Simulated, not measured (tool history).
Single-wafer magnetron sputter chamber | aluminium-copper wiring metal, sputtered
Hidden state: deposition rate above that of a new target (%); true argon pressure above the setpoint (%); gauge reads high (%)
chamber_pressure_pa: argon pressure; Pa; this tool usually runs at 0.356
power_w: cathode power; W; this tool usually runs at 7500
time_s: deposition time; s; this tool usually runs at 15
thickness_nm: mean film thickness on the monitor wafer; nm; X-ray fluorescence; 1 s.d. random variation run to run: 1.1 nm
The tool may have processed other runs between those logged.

| run | hour | chamber_pressure_pa | power_w | time_s | wafers since the last listed run | wafers on the sputter target | hours since the last manometer calibration | hours since the magnet pack was replaced | hours since the gauge calibration | read-back reference wafer on the same gauge, thickness_nm | thickness_nm |
|---|---|---|---|---|---|---|---|---|---|---|---|
| 1 | 0 | 0.419 | 7500 | 17.3 | 0 | 4235 | 2759.8 | 6339.1 | 362 | 228.753 | 248.326 |
| 2 | 21.1 | 0.419 | 7500 | 17.3 | 623 | 4858 | 2780.9 | 6360.2 | 383.1 | 229.102 | 246.056 |
| 3 | 107.9 | 0.356 | 8950 | 14.3 | 2563 | 7422 | 2867.7 | 6447 | 469.9 | 229 | 247.761 |
| 4 | 126 | 0.356 | 8950 | 14.3 | 534 | 7956 | 2885.8 | 6465.1 | 488 | 229.211 | 248.083 |
|  | 136.5 | sputter target and shields replaced |
| 5 | 155.8 | 0.356 | 8950 | 14.3 | 643 | 570 | 2915.6 | 6494.9 | 517.8 | 228.922 | 246.442 |
| 6 | 173.3 | 0.356 | 7900 | 15 | 516 | 1087 | 2933.1 | 6512.4 | 535.3 | 228.999 | 231.442 |
| 7 | 203.4 | 0.356 | 7900 | 15 | 889 | 1976 | 2963.2 | 6542.5 | 565.4 | 229.048 | 231.269 |
| 8 | 220.9 | 0.356 | 7900 | 15 | 516 | 2493 | 2980.7 | 6560 | 582.9 | 228.859 | 228.4 |
|  | 243.3 | capacitance manometer re-zeroed and calibrated |
| 9 | 245.3 | 0.356 | 7500 | 15 | 484 | 2977 | 2 | 6584.4 | 607.3 | 229.396 | 219.8 |
|  | 275.9 | magnet pack replaced |
| 10 | 281 | 0.356 | 7500 | 15 | 818 | 3795 | 37.7 | 5.1 | 643 | 228.888 | 219.206 |
| 11 | 315.5 | 0.356 | 7500 | 15 | 1018 | 4814 | 72.2 | 39.6 | 677.5 | 228.619 | 219.068 |
| 12 | 358.6 | 0.282 | 8450 | 17 | 1272 | 6087 | 115.3 | 82.7 | 720.6 | 229 | 286.253 |
|  | 380.1 | gauge calibrated |
| 13 | 381.4 | 0.356 | 7500 | 15 | 673 | 6761 | 138.1 | 105.5 | 1.3 | 229.24 | 217.157 |
| 14 | 406.4 | 0.462 | 7500 | 17.1 | 738 | 7499 | 163.1 | 130.5 | 26.3 | 228.783 | 241.32 |
|  | 418 | sputter target and shields replaced |
| 15 | 425.4 | 0.356 | 8700 | 15 | 324 | 218 | 182.1 | 149.5 | 45.3 | 229.142 | 251.416 |
| 16 | 447.6 | 0.232 | 8050 | 18 | 655 | 874 | 204.3 | 171.7 | 67.5 | 229.133 | 297.853 |
| 17 | 464.5 | 0.356 | 8700 | 15 | 499 | 1373 | 221.2 | 188.6 | 84.4 | 228.807 | 255.163 |
| 18 | 495.4 | 0.356 | 6100 | 15 | 912 | 2286 | 252.1 | 219.5 | 115.3 | 229.073 | 176.988 |
| 19 | 508.2 | 0.466 | 7500 | 12.2 | 378 | 2664 | 264.9 | 232.3 | 128.1 | 229.109 | 170.239 |
| 20 | 523.5 | 0.356 | 7500 | 15 | 451 | 3116 | 280.2 | 247.6 | 143.4 | 228.991 | 219.286 |
| 21 | 558.1 | 0.356 | 9350 | 15 | 1021 | 4138 | 314.8 | 282.2 | 178 | 229.347 | 270.94 |
| 22 | 573.6 | 0.356 | 7500 | 13.9 | 457 | 4595 | 330.3 | 297.7 | 193.5 | 228.98 | 203.232 |
| 23 | 594 | 0.356 | 7500 | 15 | 602 | 5198 | 350.7 | 318.1 | 213.9 | 228.842 | 218.133 |

What if the next run were any one of these 4? Each begins from the tool's condition after run 23:
| A | 594.4 | 0.467 | 7500 | 15 | 11 | 5210 | 351.1 | 318.5 | 214.3 | ? | ? |
| B | 594.4 | 0.356 | 5650 | 15.8 | 11 | 5210 | 351.1 | 318.5 | 214.3 | ? | ? |
| C | 594.4 | 0.238 | 6150 | 12.9 | 11 | 5210 | 351.1 | 318.5 | 214.3 | ? | ? |
| D | 594.4 | 0.495 | 8350 | 13.2 | 11 | 5210 | 351.1 | 318.5 | 214.3 | ? | ? |

| run | read-back reference wafer on the same gauge, thickness_nm | thickness_nm |
|---|---|---|
| A | 228.936 | 209.798 |
| B | 228.936 | 173.772 |
| C | 228.936 | 161.763 |
| D | 228.936 | 203.357 |
Without the tool's unlogged condition, the same runs would have read:
| run | thickness_nm |
|---|---|
| A | 209.798 |
| B | 173.772 |
| C | 161.763 |
| D | 203.357 |
